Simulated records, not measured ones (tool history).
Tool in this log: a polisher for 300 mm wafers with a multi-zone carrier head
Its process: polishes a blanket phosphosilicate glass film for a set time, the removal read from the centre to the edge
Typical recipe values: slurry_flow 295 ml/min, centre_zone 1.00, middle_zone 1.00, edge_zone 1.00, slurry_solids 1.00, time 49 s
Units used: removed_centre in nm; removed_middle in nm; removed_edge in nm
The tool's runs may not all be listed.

run,hour,slurry_flow,centre_zone,middle_zone,edge_zone,slurry_solids,time,"incoming thickness of the incoming film, nm",removed_centre,removed_middle,removed_edge
1,0.0,295,1.00,1.00,1.00,1.00,49,3441.8,260.5,265.3,267.8
2,51.0,295,1.00,1.00,1.00,1.00,49,3445.6,254.7,258.7,263.1
3,106.8,295,1.08,1.00,1.00,1.00,49,3486.5,277.5,255.4,259.8
4,213.8,220,1.00,0.90,1.03,1.25,49,3463.1,276.6,265.6,292.6
5,251.6,295,1.00,1.00,1.00,1.00,49,3433.9,251.7,256.6,258.6
# hour 273.4: centre zone pressure recalibrated
6,300.5,295,1.00,1.00,1.00,1.00,49,3374.0,253.1,253.3,259.4
# hour 344.3: slurry nozzle cleaned
# hour 355.7: worn pad replaced by a new one
7,357.4,295,1.00,0.94,1.00,1.00,49,3482.7,265.9,255.6,272.2
8,419.3,295,0.88,0.95,0.93,1.10,49,3384.0,251.6,277.9,274.4
9,479.8,295,1.00,1.00,1.00,0.75,57,3437.2,232.8,234.3,229.9
10,581.4,295,1.00,1.00,1.00,1.00,49,3384.7,263.2,262.8,269.7
11,722.8,295,1.00,1.09,1.00,1.00,49,3401.1,260.8,279.9,263.9

Run 12 is up next; what results do you expect?
# hour 810.3: centre zone pressure recalibrated
# hour 874.7: worn pad replaced by a new one
# hour 952.3: edge zone pressure recalibrated
12,1040.7,295,1.00,1.00,1.00,1.00,49,3377.2,?,?,?

removed_centre: 257.9 nm
removed_middle: 258.6 nm
removed_edge: 259.2 nm
If the tool had no hidden condition, the same run with the same run-to-run variation would have returned removed_centre 271.0 nm, removed_middle 270.4 nm, removed_edge 268.0 nm.
